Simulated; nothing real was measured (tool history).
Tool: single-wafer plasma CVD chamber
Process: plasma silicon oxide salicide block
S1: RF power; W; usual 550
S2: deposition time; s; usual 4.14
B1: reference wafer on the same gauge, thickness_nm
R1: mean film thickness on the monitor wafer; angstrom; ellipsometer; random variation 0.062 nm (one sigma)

run   hour   S1    S2      B1      R1
  1    0.0  495  3.93  35.818  386.36
  2   17.4  495  3.93  35.806  386.57
  3   40.8  550  4.14  35.837  419.42
  4   69.9  550  4.14  35.866  419.29
  5   91.5  550  4.14  35.895  418.89
  6  109.7  550  4.14  35.881  420.29
     142.3  -- showerhead replaced
  7  142.8  550  4.14  35.911  418.83
     146.0  -- gauge calibrated
  8  158.7  550  4.14  35.455  414.63
  9  187.4  550  4.14  35.550  415.01
 10  199.5  550  4.88  35.591  490.01
 11  219.5  550  4.14  35.650  416.99
 12  246.7  585  4.14  35.708  424.82
     258.3  -- RF generator calibrated
 13  272.2  520  4.14  35.723  411.49
 14  287.4  550  4.14  35.759  418.63
 15  341.3  590  3.88  35.817  400.21
 16  362.9  520  3.46  35.865  345.56

5 ways to go on from here, each from the tool as it stands after run 16. What would each give?
  A  363.3  595  4.14   ?   ?
  B  363.3  590  4.14   ?   ?
  C  363.3  550  4.53   ?   ?
  D  363.3  455  4.55   ?   ?
  E  363.3  595  3.76   ?   ?

run      B1      R1
  A  35.852  426.71
  B  35.852  425.76
  C  35.852  457.28
  D  35.852  437.14
  E  35.852  387.55
Without the tool's hidden state the same runs would have given:
run      R1
  A  421.47
  B  420.53
  C  451.66
  D  431.77
  E  382.79

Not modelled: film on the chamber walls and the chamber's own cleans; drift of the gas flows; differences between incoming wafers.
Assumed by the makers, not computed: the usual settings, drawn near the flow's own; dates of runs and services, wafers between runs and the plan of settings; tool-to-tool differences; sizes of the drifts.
